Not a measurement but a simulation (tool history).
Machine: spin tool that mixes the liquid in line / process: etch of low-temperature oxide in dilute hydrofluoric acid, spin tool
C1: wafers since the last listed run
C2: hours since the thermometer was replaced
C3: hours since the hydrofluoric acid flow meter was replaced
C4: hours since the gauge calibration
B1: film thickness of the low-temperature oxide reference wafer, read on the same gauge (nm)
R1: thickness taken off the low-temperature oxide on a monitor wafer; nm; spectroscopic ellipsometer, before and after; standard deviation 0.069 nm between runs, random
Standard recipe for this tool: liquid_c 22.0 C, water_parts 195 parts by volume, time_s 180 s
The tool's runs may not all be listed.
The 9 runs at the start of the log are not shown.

{"run": 10, "hour": 149.3, "liquid_c": 22.0, "water_parts": 195, "time_s": 180, "C1": 136, "C2": 723.4, "C3": 1623.8, "C4": 466.5, "B1": 40.02, "R1": 9.07}
{"run": 11, "hour": 165.8, "liquid_c": 22.0, "water_parts": 195, "time_s": 180, "C1": 140, "C2": 739.9, "C3": 1640.3, "C4": 483.0, "B1": 40.01, "R1": 9.08}
{"run": 12, "hour": 175.7, "liquid_c": 22.0, "water_parts": 195, "time_s": 180, "C1": 84, "C2": 749.8, "C3": 1650.2, "C4": 492.9, "B1": 40.01, "R1": 9.07}
{"hour": 177.5, "done": "gauge calibrated"}
{"run": 13, "hour": 191.8, "liquid_c": 22.0, "water_parts": 195, "time_s": 180, "C1": 136, "C2": 765.9, "C3": 1666.3, "C4": 14.3, "B1": 40.01, "R1": 9.09}
{"run": 14, "hour": 200.8, "liquid_c": 22.0, "water_parts": 195, "time_s": 100, "C1": 76, "C2": 774.9, "C3": 1675.3, "C4": 23.3, "B1": 39.99, "R1": 5.01}
{"hour": 210.1, "done": "hydrofluoric acid flow meter replaced"}
{"run": 15, "hour": 212.5, "liquid_c": 18.0, "water_parts": 165, "time_s": 180, "C1": 91, "C2": 786.6, "C3": 2.4, "C4": 35.0, "B1": 40.0, "R1": 9.42}
{"run": 16, "hour": 224.9, "liquid_c": 26.5, "water_parts": 105, "time_s": 180, "C1": 105, "C2": 799.0, "C3": 14.8, "C4": 47.4, "B1": 39.99, "R1": 22.0}
{"run": 17, "hour": 240.0, "liquid_c": 17.0, "water_parts": 95, "time_s": 100, "C1": 128, "C2": 814.1, "C3": 29.9, "C4": 62.5, "B1": 40.0, "R1": 9.41}
{"run": 18, "hour": 255.0, "liquid_c": 22.0, "water_parts": 195, "time_s": 180, "C1": 127, "C2": 829.1, "C3": 44.9, "C4": 77.5, "B1": 40.0, "R1": 9.06}
{"hour": 270.0, "done": "thermometer replaced"}
{"run": 19, "hour": 270.5, "liquid_c": 22.0, "water_parts": 195, "time_s": 180, "C1": 123, "C2": 0.5, "C3": 60.4, "C4": 93.0, "B1": 39.99, "R1": 8.99}
{"run": 20, "hour": 277.8, "liquid_c": 22.0, "water_parts": 195, "time_s": 180, "C1": 62, "C2": 7.8, "C3": 67.7, "C4": 100.3, "B1": 40.01, "R1": 9.04}
{"run": 21, "hour": 294.7, "liquid_c": 22.0, "water_parts": 155, "time_s": 180, "C1": 143, "C2": 24.7, "C3": 84.6, "C4": 117.2, "B1": 40.01, "R1": 11.84}
{"run": 22, "hour": 306.5, "liquid_c": 22.0, "water_parts": 260, "time_s": 275, "C1": 100, "C2": 36.5, "C3": 96.4, "C4": 129.0, "B1": 39.98, "R1": 9.84}
{"run": 23, "hour": 316.6, "liquid_c": 24.5, "water_parts": 230, "time_s": 250, "C1": 85, "C2": 46.6, "C3": 106.5, "C4": 139.1, "B1": 40.01, "R1": 11.33}
{"run": 24, "hour": 329.6, "liquid_c": 22.0, "water_parts": 260, "time_s": 180, "C1": 110, "C2": 59.6, "C3": 119.5, "C4": 152.1, "B1": 39.99, "R1": 6.36}
{"run": 25, "hour": 336.1, "liquid_c": 20.0, "water_parts": 195, "time_s": 130, "C1": 55, "C2": 66.1, "C3": 126.0, "C4": 158.6, "B1": 40.0, "R1": 6.1}
{"run": 26, "hour": 350.3, "liquid_c": 22.0, "water_parts": 195, "time_s": 180, "C1": 120, "C2": 80.3, "C3": 140.2, "C4": 172.8, "B1": 39.99, "R1": 9.12}
{"run": 27, "hour": 367.7, "liquid_c": 22.0, "water_parts": 95, "time_s": 265, "C1": 147, "C2": 97.7, "C3": 157.6, "C4": 190.2, "B1": 40.0, "R1": 30.53}
{"run": 28, "hour": 381.7, "liquid_c": 19.5, "water_parts": 195, "time_s": 110, "C1": 119, "C2": 111.7, "C3": 171.6, "C4": 204.2, "B1": 39.99, "R1": 5.04}
{"run": 29, "hour": 398.4, "liquid_c": 24.0, "water_parts": 195, "time_s": 110, "C1": 142, "C2": 128.4, "C3": 188.3, "C4": 220.9, "B1": 40.01, "R1": 5.89}
{"run": 30, "hour": 409.8, "liquid_c": 17.5, "water_parts": 165, "time_s": 290, "C1": 96, "C2": 139.8, "C3": 199.7, "C4": 232.3, "B1": 40.01, "R1": 14.8}
{"run": 31, "hour": 420.7, "liquid_c": 22.0, "water_parts": 195, "time_s": 215, "C1": 92, "C2": 150.7, "C3": 210.6, "C4": 243.2, "B1": 40.0, "R1": 10.84}
{"run": 32, "hour": 428.9, "liquid_c": 22.0, "water_parts": 195, "time_s": 180, "C1": 69, "C2": 158.9, "C3": 218.8, "C4": 251.4, "B1": 40.0, "R1": 9.07}

Branching from run 32: 5 alternative next runs. What would each branch give?
{"run": "A", "hour": 429.4, "liquid_c": 22.0, "water_parts": 110, "time_s": 180, "C1": 4, "C2": 159.4, "C3": 219.3, "C4": 251.9, "B1": "?", "R1": "?"}
{"run": "B", "hour": 429.4, "liquid_c": 22.0, "water_parts": 145, "time_s": 265, "C1": 4, "C2": 159.4, "C3": 219.3, "C4": 251.9, "B1": "?", "R1": "?"}
{"run": "C", "hour": 429.4, "liquid_c": 18.5, "water_parts": 195, "time_s": 150, "C1": 4, "C2": 159.4, "C3": 219.3, "C4": 251.9, "B1": "?", "R1": "?"}
{"run": "D", "hour": 429.4, "liquid_c": 22.0, "water_parts": 130, "time_s": 180, "C1": 4, "C2": 159.4, "C3": 219.3, "C4": 251.9, "B1": "?", "R1": "?"}
{"run": "E", "hour": 429.4, "liquid_c": 18.5, "water_parts": 260, "time_s": 240, "C1": 4, "C2": 159.4, "C3": 219.3, "C4": 251.9, "B1": "?", "R1": "?"}

run=A B1=39.98 R1=17.65
run=B B1=39.98 R1=18.95
run=C B1=39.98 R1=6.61
run=D B1=39.98 R1=14.60
run=E B1=39.98 R1=7.46
Take away the tool's hidden state, keep each run's random variation, and the runs would have read:
run=A R1=17.65
run=B R1=18.95
run=C R1=6.61
run=D R1=14.60
run=E R1=7.46
